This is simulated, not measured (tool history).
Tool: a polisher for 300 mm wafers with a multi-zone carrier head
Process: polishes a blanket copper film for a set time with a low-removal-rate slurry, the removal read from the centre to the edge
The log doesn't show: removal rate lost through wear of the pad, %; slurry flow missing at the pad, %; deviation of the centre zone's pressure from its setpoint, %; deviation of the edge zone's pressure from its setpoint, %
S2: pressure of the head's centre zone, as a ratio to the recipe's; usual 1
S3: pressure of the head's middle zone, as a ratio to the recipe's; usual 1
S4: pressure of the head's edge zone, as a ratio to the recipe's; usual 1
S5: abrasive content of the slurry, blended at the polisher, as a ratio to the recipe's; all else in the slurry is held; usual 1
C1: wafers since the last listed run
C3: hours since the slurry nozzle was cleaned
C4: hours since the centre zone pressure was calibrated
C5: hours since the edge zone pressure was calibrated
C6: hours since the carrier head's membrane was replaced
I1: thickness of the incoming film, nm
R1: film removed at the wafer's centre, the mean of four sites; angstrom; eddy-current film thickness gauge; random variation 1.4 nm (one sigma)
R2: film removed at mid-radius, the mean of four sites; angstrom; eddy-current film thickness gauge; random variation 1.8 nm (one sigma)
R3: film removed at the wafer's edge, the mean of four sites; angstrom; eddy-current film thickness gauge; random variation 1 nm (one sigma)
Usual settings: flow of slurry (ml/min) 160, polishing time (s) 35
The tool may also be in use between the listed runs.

{"run": 1, "hour": 0.0, "flow of slurry (ml/min)": 160, "S2": 1, "S3": 1, "S4": 1, "S5": 1.15, "polishing time (s)": 35, "C1": 0, "wafers polished on this pad": 1006, "C3": 830.4, "C4": 3.1, "C5": 534.2, "C6": 1134.2, "I1": 848.5, "R1": 1140, "R2": 1178, "R3": 1139}
{"hour": 6.7, "done": "worn pad replaced by a new one"}
{"run": 2, "hour": 17.7, "flow of slurry (ml/min)": 160, "S2": 1, "S3": 1, "S4": 1, "S5": 1.15, "polishing time (s)": 35, "C1": 169, "wafers polished on this pad": 136, "C3": 848.1, "C4": 20.8, "C5": 551.9, "C6": 1151.9, "I1": 851.2, "R1": 1072, "R2": 1121, "R3": 1069}
{"hour": 37.1, "done": "carrier head's membrane replaced by a new one"}
{"run": 3, "hour": 37.6, "flow of slurry (ml/min)": 160, "S2": 1, "S3": 1, "S4": 1, "S5": 1, "polishing time (s)": 35, "C1": 184, "wafers polished on this pad": 321, "C3": 868, "C4": 40.7, "C5": 571.8, "C6": 0.5, "I1": 852.9, "R1": 1009, "R2": 1068, "R3": 1018}
{"run": 4, "hour": 42.5, "flow of slurry (ml/min)": 160, "S2": 1.09, "S3": 1, "S4": 1, "S5": 1, "polishing time (s)": 35, "C1": 60, "wafers polished on this pad": 382, "C3": 872.9, "C4": 45.6, "C5": 576.7, "C6": 5.4, "I1": 851.1, "R1": 1127, "R2": 1026, "R3": 1011}
{"run": 5, "hour": 53.7, "flow of slurry (ml/min)": 160, "S2": 1.09, "S3": 1, "S4": 1, "S5": 1, "polishing time (s)": 35, "C1": 138, "wafers polished on this pad": 520, "C3": 884.1, "C4": 56.8, "C5": 587.9, "C6": 16.6, "I1": 854.2, "R1": 1094, "R2": 1016, "R3": 991}
{"hour": 71.9, "done": "worn pad replaced by a new one, repeated, since the last time left the tool worse"}
{"run": 6, "hour": 72.4, "flow of slurry (ml/min)": 160, "S2": 1.09, "S3": 1, "S4": 1, "S5": 1, "polishing time (s)": 35, "C1": 182, "wafers polished on this pad": 6, "C3": 902.8, "C4": 75.5, "C5": 606.6, "C6": 35.3, "I1": 852, "R1": 1279, "R2": 1190, "R3": 1162}
{"run": 7, "hour": 79.9, "flow of slurry (ml/min)": 125, "S2": 1, "S3": 1.06, "S4": 0.92, "S5": 0.85, "polishing time (s)": 35, "C1": 92, "wafers polished on this pad": 99, "C3": 910.3, "C4": 83, "C5": 614.1, "C6": 42.8, "I1": 854.9, "R1": 1052, "R2": 1153, "R3": 1036}
{"run": 8, "hour": 95.1, "flow of slurry (ml/min)": 160, "S2": 1, "S3": 1, "S4": 1, "S5": 1, "polishing time (s)": 35, "C1": 188, "wafers polished on this pad": 287, "C3": 925.5, "C4": 98.2, "C5": 629.3, "C6": 58, "I1": 852.3, "R1": 1158, "R2": 1210, "R3": 1141}
{"run": 9, "hour": 109.7, "flow of slurry (ml/min)": 160, "S2": 1, "S3": 1, "S4": 1, "S5": 1, "polishing time (s)": 43, "C1": 180, "wafers polished on this pad": 468, "C3": 940.1, "C4": 112.8, "C5": 643.9, "C6": 72.6, "I1": 859.2, "R1": 1416, "R2": 1464, "R3": 1402}
{"run": 10, "hour": 118.1, "flow of slurry (ml/min)": 160, "S2": 1, "S3": 1, "S4": 1, "S5": 1, "polishing time (s)": 35, "C1": 104, "wafers polished on this pad": 572, "C3": 948.5, "C4": 121.2, "C5": 652.3, "C6": 81, "I1": 847, "R1": 1131, "R2": 1180, "R3": 1152}
{"run": 11, "hour": 135.6, "flow of slurry (ml/min)": 160, "S2": 1, "S3": 1, "S4": 1, "S5": 1, "polishing time (s)": 35, "C1": 216, "wafers polished on this pad": 789, "C3": 966, "C4": 138.7, "C5": 669.8, "C6": 98.5, "I1": 845.4, "R1": 1163, "R2": 1153, "R3": 1121}
{"hour": 149.0, "done": "worn pad replaced by a new one"}
{"run": 12, "hour": 152.0, "flow of slurry (ml/min)": 160, "S2": 1, "S3": 0.94, "S4": 1.08, "S5": 1, "polishing time (s)": 35, "C1": 153, "wafers polished on this pad": 37, "C3": 982.4, "C4": 155.1, "C5": 686.2, "C6": 114.9, "I1": 857.2, "R1": 1143, "R2": 1155, "R3": 1216}
{"run": 13, "hour": 158.8, "flow of slurry (ml/min)": 160, "S2": 1, "S3": 1, "S4": 1, "S5": 1, "polishing time (s)": 35, "C1": 84, "wafers polished on this pad": 121, "C3": 989.2, "C4": 161.9, "C5": 693, "C6": 121.7, "I1": 847.2, "R1": 1192, "R2": 1176, "R3": 1152}
{"run": 14, "hour": 168.1, "flow of slurry (ml/min)": 160, "S2": 0.95, "S3": 1, "S4": 1, "S5": 1, "polishing time (s)": 29, "C1": 115, "wafers polished on this pad": 237, "C3": 998.5, "C4": 171.2, "C5": 702.3, "C6": 131, "I1": 851.8, "R1": 916, "R2": 970, "R3": 960}
{"hour": 174.0, "done": "slurry nozzle cleaned"}
{"hour": 177.6, "done": "edge zone pressure recalibrated"}
{"run": 15, "hour": 178.1, "flow of slurry (ml/min)": 160, "S2": 1, "S3": 1.11, "S4": 1, "S5": 1, "polishing time (s)": 35, "C1": 86, "wafers polished on this pad": 323, "C3": 4.1, "C4": 181.2, "C5": 0.5, "C6": 141, "I1": 843.6, "R1": 1140, "R2": 1240, "R3": 1145}
{"run": 16, "hour": 209.5, "flow of slurry (ml/min)": 130, "S2": 1, "S3": 0.92, "S4": 1, "S5": 0.8, "polishing time (s)": 29, "C1": 389, "wafers polished on this pad": 713, "C3": 35.5, "C4": 212.6, "C5": 31.9, "C6": 172.4, "I1": 835.1, "R1": 847, "R2": 795, "R3": 854}
{"hour": 221.2, "done": "worn pad replaced by a new one"}
{"run": 17, "hour": 221.7, "flow of slurry (ml/min)": 160, "S2": 1, "S3": 1, "S4": 1, "S5": 1, "polishing time (s)": 35, "C1": 101, "wafers polished on this pad": 5, "C3": 47.7, "C4": 224.8, "C5": 44.1, "C6": 184.6, "I1": 855.6, "R1": 1193, "R2": 1235, "R3": 1152}
{"run": 18, "hour": 229.8, "flow of slurry (ml/min)": 130, "S2": 1, "S3": 1, "S4": 1, "S5": 1, "polishing time (s)": 35, "C1": 100, "wafers polished on this pad": 106, "C3": 55.8, "C4": 232.9, "C5": 52.2, "C6": 192.7, "I1": 844.1, "R1": 1150, "R2": 1157, "R3": 1161}
{"run": 19, "hour": 241.6, "flow of slurry (ml/min)": 160, "S2": 1, "S3": 1, "S4": 1, "S5": 0.75, "polishing time (s)": 35, "C1": 146, "wafers polished on this pad": 252, "C3": 67.6, "C4": 244.7, "C5": 64, "C6": 204.5, "I1": 844.9, "R1": 1071, "R2": 1113, "R3": 1067}
{"run": 20, "hour": 247.7, "flow of slurry (ml/min)": 160, "S2": 1, "S3": 1, "S4": 1, "S5": 1, "polishing time (s)": 35, "C1": 75, "wafers polished on this pad": 328, "C3": 73.7, "C4": 250.8, "C5": 70.1, "C6": 210.6, "I1": 835.8, "R1": 1178, "R2": 1225, "R3": 1161}
{"run": 21, "hour": 261.8, "flow of slurry (ml/min)": 160, "S2": 1, "S3": 1, "S4": 1, "S5": 1, "polishing time (s)": 35, "C1": 174, "wafers polished on this pad": 502, "C3": 87.8, "C4": 264.9, "C5": 84.2, "C6": 224.7, "I1": 856.7, "R1": 1164, "R2": 1177, "R3": 1129}
{"run": 22, "hour": 278.0, "flow of slurry (ml/min)": 160, "S2": 1, "S3": 1, "S4": 1, "S5": 0.8, "polishing time (s)": 35, "C1": 200, "wafers polished on this pad": 703, "C3": 104, "C4": 281.1, "C5": 100.4, "C6": 240.9, "I1": 839.3, "R1": 1062, "R2": 1072, "R3": 1066}

The tool's hidden state at each run:
slurry flow missing at the pad, %: 0 in every run
deviation of the centre zone's pressure from its setpoint, %: 0 in every run
deviation of the edge zone's pressure from its setpoint, %: 0 in every run
H1: removal rate lost through wear of the pad, %
run=1 H1=6.16
run=2 H1=12.1
run=3 H1=12.8
run=4 H1=13.1
run=5 H1=13.9
run=6 H1=0.308
run=7 H1=0.363
run=8 H1=0.771
run=9 H1=1.54
run=10 H1=2.14
run=11 H1=3.8
run=12 H1=0.496
run=13 H1=0.571
run=14 H1=0.803
run=15 H1=1.22
run=16 H1=3.64
run=17 H1=0.0511
run=18 H1=0.114
run=19 H1=0.408
run=20 H1=0.653
run=21 H1=1.47
run=22 H1=2.82
